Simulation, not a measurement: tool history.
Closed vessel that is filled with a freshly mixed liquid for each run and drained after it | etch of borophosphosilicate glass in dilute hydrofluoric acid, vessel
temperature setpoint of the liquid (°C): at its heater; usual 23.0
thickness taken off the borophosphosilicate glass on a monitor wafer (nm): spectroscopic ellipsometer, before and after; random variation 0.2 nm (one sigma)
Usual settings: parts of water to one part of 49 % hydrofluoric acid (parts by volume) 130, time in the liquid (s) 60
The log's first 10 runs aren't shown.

run	hour	temperature setpoint of the liquid (°C)	parts of water to one part of 49 % hydrofluoric acid (parts by volume)	time in the liquid (s)	read-back film thickness of the borophosphosilicate glass reference wafer, read on the same gauge (nm)	thickness taken off the borophosphosilicate glass on a monitor wafer (nm)
11	607.4	23.0	180	60	109.98	20.77
12	645.6	27.5	160	90	110.02	42.57
13	696.8	20.0	130	50	109.98	22.31
# hour 716.3: thermometer replaced
14	762.6	23.0	130	60	110.01	30.04
15	806.5	21.5	65	60	110.03	61.53
16	860.8	28.0	175	95	110.02	40.93
17	903.6	23.0	130	60	109.95	30.69
18	957.7	23.0	130	60	109.99	30.46
# hour 1139.8: hydrofluoric acid flow meter replaced
19	1152.8	23.0	185	45	109.99	14.33
20	1214.8	21.0	130	60	109.98	26.80
21	1247.9	21.0	175	45	109.97	14.26
22	1304.8	23.0	130	60	109.97	28.98
23	1369.6	24.5	150	45	110.01	19.53
24	1426.4	23.0	165	60	110.01	22.27
25	1459.3	27.5	130	45	110.01	26.11
26	1494.6	23.0	75	60	110.00	53.19
27	1559.1	24.5	150	45	110.06	19.87
28	1596.3	27.0	155	45	110.05	20.76
29	1657.4	18.5	130	30	109.99	12.33

Forecast run 30:
30	1691.6	23.0	65	40	?	?

Run 30 gave read-back film thickness of the borophosphosilicate glass reference wafer, read on the same gauge (nm) 109.96, thickness taken off the borophosphosilicate glass on a monitor wafer (nm) 42.22.
Without the tool's hidden state the same run would have given thickness taken off the borophosphosilicate glass on a monitor wafer (nm) 41.40.
